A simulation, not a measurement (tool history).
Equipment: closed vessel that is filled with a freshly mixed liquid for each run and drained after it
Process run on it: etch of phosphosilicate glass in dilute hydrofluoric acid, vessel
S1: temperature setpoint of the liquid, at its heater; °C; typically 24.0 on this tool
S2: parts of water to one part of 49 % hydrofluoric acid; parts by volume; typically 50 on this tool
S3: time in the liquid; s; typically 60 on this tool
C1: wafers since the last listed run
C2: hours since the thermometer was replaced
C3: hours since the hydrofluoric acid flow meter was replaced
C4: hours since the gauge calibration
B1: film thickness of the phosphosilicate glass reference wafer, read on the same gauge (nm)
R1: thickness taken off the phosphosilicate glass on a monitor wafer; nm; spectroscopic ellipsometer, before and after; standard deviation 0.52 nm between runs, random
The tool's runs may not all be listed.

run 1 day=0.000 | S1=24.0 S2=50 S3=60 | C1=0 C2=405.5 C3=674.6 C4=275.2 | B1=80.01 | R1=128.49
run 2 day=1.104 | S1=26.0 S2=50 S3=60 | C1=3748 C2=432.0 C3=701.1 C4=301.7 | B1=80.00 | R1=137.80
run 3 day=3.962 | S1=26.0 S2=50 S3=60 | C1=9704 C2=500.6 C3=769.7 C4=370.3 | B1=79.97 | R1=137.38
run 4 day=4.612 | S1=26.0 S2=50 S3=60 | C1=2206 C2=516.2 C3=785.3 C4=385.9 | B1=79.99 | R1=137.10
run 5 day=5.704 | S1=24.0 S2=30 S3=60 | C1=3706 C2=542.4 C3=811.5 C4=412.1 | B1=79.99 | R1=217.75
run 6 day=7.158 | S1=24.0 S2=30 S3=60 | C1=4937 C2=577.3 C3=846.4 C4=447.0 | B1=80.02 | R1=216.25
run 7 day=7.754 | S1=24.0 S2=55 S3=60 | C1=2022 C2=591.6 C3=860.7 C4=461.3 | B1=80.00 | R1=113.81
run 8 day=8.983 | S1=24.0 S2=60 S3=60 | C1=4173 C2=621.1 C3=890.2 C4=490.8 | B1=79.97 | R1=103.36
-- day=9.679 hydrofluoric acid flow meter replaced
run 9 day=10.462 | S1=24.0 S2=50 S3=35 | C1=4880 C2=656.6 C3=18.8 C4=526.3 | B1=79.99 | R1=71.09
run 10 day=11.217 | S1=21.0 S2=65 S3=60 | C1=2560 C2=674.7 C3=36.9 C4=544.4 | B1=80.02 | R1=81.48
-- day=11.538 gauge calibrated
-- day=12.529 thermometer replaced
run 11 day=12.942 | S1=27.0 S2=35 S3=60 | C1=5715 C2=9.9 C3=78.3 C4=33.7 | B1=80.00 | R1=200.80
-- day=13.475 hydrofluoric acid flow meter replaced, repeated, since the last time left the tool worse
run 12 day=14.062 | S1=22.0 S2=50 S3=60 | C1=3663 C2=36.8 C3=14.1 C4=60.6 | B1=79.99 | R1=120.71
run 13 day=15.192 | S1=21.0 S2=65 S3=60 | C1=3833 C2=63.9 C3=41.2 C4=87.7 | B1=79.99 | R1=87.36
run 14 day=15.833 | S1=24.0 S2=55 S3=60 | C1=2178 C2=79.3 C3=56.6 C4=103.1 | B1=80.01 | R1=118.27
run 15 day=18.300 | S1=28.0 S2=40 S3=50 | C1=8374 C2=138.5 C3=115.8 C4=162.3 | B1=79.99 | R1=162.90
run 16 day=19.096 | S1=21.5 S2=65 S3=80 | C1=2701 C2=157.6 C3=134.9 C4=181.4 | B1=80.03 | R1=118.28
run 17 day=20.525 | S1=26.5 S2=50 S3=60 | C1=4852 C2=191.9 C3=169.2 C4=215.7 | B1=80.00 | R1=144.06

Below are 3 alternative next runs, each starting from the tool's condition after run 17. Predict each:
run A day=20.554 | S1=24.0 S2=50 S3=30 | C1=99 C2=192.6 C3=169.9 C4=216.4 | B1=? | R1=?
run B day=20.554 | S1=26.0 S2=25 S3=70 | C1=99 C2=192.6 C3=169.9 C4=216.4 | B1=? | R1=?
run C day=20.554 | S1=24.0 S2=75 S3=60 | C1=99 C2=192.6 C3=169.9 C4=216.4 | B1=? | R1=?

run=A B1=80.02 R1=65.05
run=B B1=80.02 R1=341.34
run=C B1=80.02 R1=83.92
With the hidden condition removed and each run's random variation left untouched, the same runs would have given:
run=A R1=65.72
run=B R1=344.74
run=C R1=84.82

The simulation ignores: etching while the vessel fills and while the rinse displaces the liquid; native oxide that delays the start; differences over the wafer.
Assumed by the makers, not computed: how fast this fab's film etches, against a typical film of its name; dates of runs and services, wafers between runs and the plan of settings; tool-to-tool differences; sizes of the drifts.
